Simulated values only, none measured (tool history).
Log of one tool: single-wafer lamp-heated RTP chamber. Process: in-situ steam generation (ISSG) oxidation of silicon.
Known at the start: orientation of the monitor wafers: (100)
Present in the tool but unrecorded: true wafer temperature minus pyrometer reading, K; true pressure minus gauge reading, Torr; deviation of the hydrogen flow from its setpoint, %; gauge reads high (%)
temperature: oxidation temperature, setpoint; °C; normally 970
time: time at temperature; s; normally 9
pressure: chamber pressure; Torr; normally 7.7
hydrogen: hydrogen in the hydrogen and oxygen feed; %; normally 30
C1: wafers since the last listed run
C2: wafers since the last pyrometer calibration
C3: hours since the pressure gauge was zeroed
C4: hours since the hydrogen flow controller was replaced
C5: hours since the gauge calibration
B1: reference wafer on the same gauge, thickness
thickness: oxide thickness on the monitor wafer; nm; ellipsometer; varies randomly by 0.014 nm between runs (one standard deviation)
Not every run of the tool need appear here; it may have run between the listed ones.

{"run": 1, "hour": 0.0, "temperature": 970, "time": 9, "pressure": 7.7, "hydrogen": 30, "C1": 0, "C2": 5704, "C3": 1485.7, "C4": 2639.9, "C5": 1914.2, "B1": 3.352, "thickness": 3.725}
{"hour": 37.2, "done": "pyrometer window cleaned and pyrometer calibrated"}
{"run": 2, "hour": 49.5, "temperature": 970, "time": 9, "pressure": 7.7, "hydrogen": 30, "C1": 396, "C2": 117, "C3": 1535.2, "C4": 2689.4, "C5": 1963.7, "B1": 3.349, "thickness": 3.754}
{"run": 3, "hour": 144.2, "temperature": 970, "time": 12, "pressure": 7.7, "hydrogen": 30, "C1": 904, "C2": 1021, "C3": 1629.9, "C4": 2784.1, "C5": 2058.4, "B1": 3.344, "thickness": 4.148}
{"run": 4, "hour": 196.3, "temperature": 970, "time": 12, "pressure": 7.7, "hydrogen": 30, "C1": 497, "C2": 1518, "C3": 1682, "C4": 2836.2, "C5": 2110.5, "B1": 3.351, "thickness": 4.19}
{"run": 5, "hour": 252.6, "temperature": 970, "time": 12, "pressure": 7.7, "hydrogen": 30, "C1": 537, "C2": 2056, "C3": 1738.3, "C4": 2892.5, "C5": 2166.8, "B1": 3.351, "thickness": 4.171}
{"run": 6, "hour": 316.2, "temperature": 970, "time": 9, "pressure": 7.7, "hydrogen": 30, "C1": 607, "C2": 2663, "C3": 1801.9, "C4": 2956.1, "C5": 2230.4, "B1": 3.349, "thickness": 3.751}
{"run": 7, "hour": 375.0, "temperature": 970, "time": 9, "pressure": 7.7, "hydrogen": 30, "C1": 561, "C2": 3224, "C3": 1860.7, "C4": 3014.9, "C5": 2289.2, "B1": 3.343, "thickness": 3.758}
{"run": 8, "hour": 477.3, "temperature": 970, "time": 9, "pressure": 7.7, "hydrogen": 30, "C1": 976, "C2": 4201, "C3": 1963, "C4": 3117.2, "C5": 2391.5, "B1": 3.34, "thickness": 3.749}
{"run": 9, "hour": 523.8, "temperature": 970, "time": 9, "pressure": 8.6, "hydrogen": 30, "C1": 443, "C2": 4644, "C3": 2009.5, "C4": 3163.7, "C5": 2438, "B1": 3.347, "thickness": 3.713}
{"hour": 603.6, "done": "gauge calibrated"}
{"hour": 655.2, "done": "pyrometer window cleaned and pyrometer calibrated"}
{"run": 10, "hour": 688.0, "temperature": 970, "time": 9, "pressure": 7.7, "hydrogen": 30, "C1": 1491, "C2": 313, "C3": 2173.7, "C4": 3327.9, "C5": 84.4, "B1": 3.401, "thickness": 3.804}
{"run": 11, "hour": 766.1, "temperature": 970, "time": 9, "pressure": 7.7, "hydrogen": 30, "C1": 745, "C2": 1058, "C3": 2251.8, "C4": 3406, "C5": 162.5, "B1": 3.396, "thickness": 3.819}
{"run": 12, "hour": 854.6, "temperature": 970, "time": 9, "pressure": 7.7, "hydrogen": 30, "C1": 844, "C2": 1903, "C3": 2340.3, "C4": 3494.5, "C5": 251, "B1": 3.391, "thickness": 3.799}
{"run": 13, "hour": 948.2, "temperature": 970, "time": 9, "pressure": 7.7, "hydrogen": 30, "C1": 893, "C2": 2796, "C3": 2433.9, "C4": 3588.1, "C5": 344.6, "B1": 3.392, "thickness": 3.775}
{"hour": 1036.5, "done": "pressure gauge zeroed"}
{"run": 14, "hour": 1037.0, "temperature": 986, "time": 6, "pressure": 7.1, "hydrogen": 22, "C1": 771, "C2": 3568, "C3": 0.5, "C4": 3676.9, "C5": 433.4, "B1": 3.385, "thickness": 3.066}
{"run": 15, "hour": 1082.4, "temperature": 970, "time": 9, "pressure": 7.7, "hydrogen": 30, "C1": 433, "C2": 4001, "C3": 45.9, "C4": 3722.3, "C5": 478.8, "B1": 3.388, "thickness": 3.778}
{"run": 16, "hour": 1181.0, "temperature": 970, "time": 9, "pressure": 9.1, "hydrogen": 21, "C1": 941, "C2": 4942, "C3": 144.5, "C4": 3820.9, "C5": 577.4, "B1": 3.382, "thickness": 3.369}
{"hour": 1202.6, "done": "hydrogen flow controller replaced"}
{"run": 17, "hour": 1249.7, "temperature": 960, "time": 9, "pressure": 7.7, "hydrogen": 30, "C1": 579, "C2": 5522, "C3": 213.2, "C4": 47.1, "C5": 646.1, "B1": 3.375, "thickness": 3.716}
{"run": 18, "hour": 1345.5, "temperature": 970, "time": 9, "pressure": 7.7, "hydrogen": 30, "C1": 914, "C2": 6436, "C3": 309, "C4": 142.9, "C5": 741.9, "B1": 3.38, "thickness": 3.788}
{"run": 19, "hour": 1432.9, "temperature": 987, "time": 9, "pressure": 9.1, "hydrogen": 27, "C1": 834, "C2": 7271, "C3": 396.4, "C4": 230.3, "C5": 829.3, "B1": 3.374, "thickness": 3.771}
{"hour": 1457.6, "done": "pyrometer window cleaned and pyrometer calibrated"}
{"run": 20, "hour": 1478.7, "temperature": 959, "time": 9, "pressure": 6.9, "hydrogen": 32, "C1": 360, "C2": 201, "C3": 442.2, "C4": 276.1, "C5": 875.1, "B1": 3.367, "thickness": 3.764}
{"run": 21, "hour": 1522.9, "temperature": 970, "time": 7, "pressure": 7.7, "hydrogen": 30, "C1": 421, "C2": 623, "C3": 486.4, "C4": 320.3, "C5": 919.3, "B1": 3.361, "thickness": 3.412}
{"run": 22, "hour": 1560.3, "temperature": 970, "time": 9, "pressure": 7.7, "hydrogen": 30, "C1": 357, "C2": 980, "C3": 523.8, "C4": 357.7, "C5": 956.7, "B1": 3.365, "thickness": 3.752}
{"run": 23, "hour": 1666.9, "temperature": 976, "time": 9, "pressure": 6.9, "hydrogen": 30, "C1": 1017, "C2": 1997, "C3": 630.4, "C4": 464.3, "C5": 1063.3, "B1": 3.363, "thickness": 3.833}
{"run": 24, "hour": 1774.8, "temperature": 984, "time": 11, "pressure": 6.9, "hydrogen": 30, "C1": 1030, "C2": 3027, "C3": 738.3, "C4": 572.2, "C5": 1171.2, "B1": 3.36, "thickness": 4.22}
{"run": 25, "hour": 1872.6, "temperature": 970, "time": 9, "pressure": 7.7, "hydrogen": 30, "C1": 933, "C2": 3961, "C3": 836.1, "C4": 670, "C5": 1269, "B1": 3.362, "thickness": 3.76}
{"run": 26, "hour": 1971.1, "temperature": 970, "time": 9, "pressure": 7.7, "hydrogen": 30, "C1": 940, "C2": 4901, "C3": 934.6, "C4": 768.5, "C5": 1367.5, "B1": 3.356, "thickness": 3.746}
{"run": 27, "hour": 2024.7, "temperature": 970, "time": 8, "pressure": 7.7, "hydrogen": 30, "C1": 511, "C2": 5413, "C3": 988.2, "C4": 822.1, "C5": 1421.1, "B1": 3.358, "thickness": 3.603}
{"run": 28, "hour": 2092.6, "temperature": 970, "time": 9, "pressure": 7.7, "hydrogen": 30, "C1": 648, "C2": 6061, "C3": 1056.1, "C4": 890, "C5": 1489, "B1": 3.359, "thickness": 3.761}
{"hour": 2202.5, "done": "pyrometer window cleaned and pyrometer calibrated"}
{"run": 29, "hour": 2203.0, "temperature": 970, "time": 9, "pressure": 7.7, "hydrogen": 30, "C1": 977, "C2": 4, "C3": 1166.5, "C4": 1000.4, "C5": 1599.4, "B1": 3.351, "thickness": 3.755}
{"run": 30, "hour": 2259.3, "temperature": 959, "time": 7, "pressure": 7.7, "hydrogen": 21, "C1": 537, "C2": 542, "C3": 1222.8, "C4": 1056.7, "C5": 1655.7, "B1": 3.358, "thickness": 3.02}
{"run": 31, "hour": 2339.3, "temperature": 970, "time": 10, "pressure": 7.7, "hydrogen": 30, "C1": 763, "C2": 1306, "C3": 1302.8, "C4": 1136.7, "C5": 1735.7, "B1": 3.353, "thickness": 3.899}

Predict each of these 4 candidate next runs independently; none follows another, all start after run 31:
{"run": "A", "hour": 2339.8, "temperature": 970, "time": 9, "pressure": 7.7, "hydrogen": 30, "C1": 4, "C2": 1310, "C3": 1303.3, "C4": 1137.2, "C5": 1736.2, "B1": "?", "thickness": "?"}
{"run": "B", "hour": 2339.8, "temperature": 970, "time": 7, "pressure": 8.1, "hydrogen": 30, "C1": 4, "C2": 1310, "C3": 1303.3, "C4": 1137.2, "C5": 1736.2, "B1": "?", "thickness": "?"}
{"run": "C", "hour": 2339.8, "temperature": 989, "time": 9, "pressure": 7.7, "hydrogen": 32, "C1": 4, "C2": 1310, "C3": 1303.3, "C4": 1137.2, "C5": 1736.2, "B1": "?", "thickness": "?"}
{"run": "D", "hour": 2339.8, "temperature": 979, "time": 11, "pressure": 7.7, "hydrogen": 30, "C1": 4, "C2": 1310, "C3": 1303.3, "C4": 1137.2, "C5": 1736.2, "B1": "?", "thickness": "?"}

run=A B1=3.357 thickness=3.747
run=B B1=3.357 thickness=3.411
run=C B1=3.357 thickness=4.018
run=D B1=3.357 thickness=4.136
Without the tool's hidden state the same runs would have given:
run=A thickness=3.807
run=B thickness=3.466
run=C thickness=4.083
run=D thickness=4.203

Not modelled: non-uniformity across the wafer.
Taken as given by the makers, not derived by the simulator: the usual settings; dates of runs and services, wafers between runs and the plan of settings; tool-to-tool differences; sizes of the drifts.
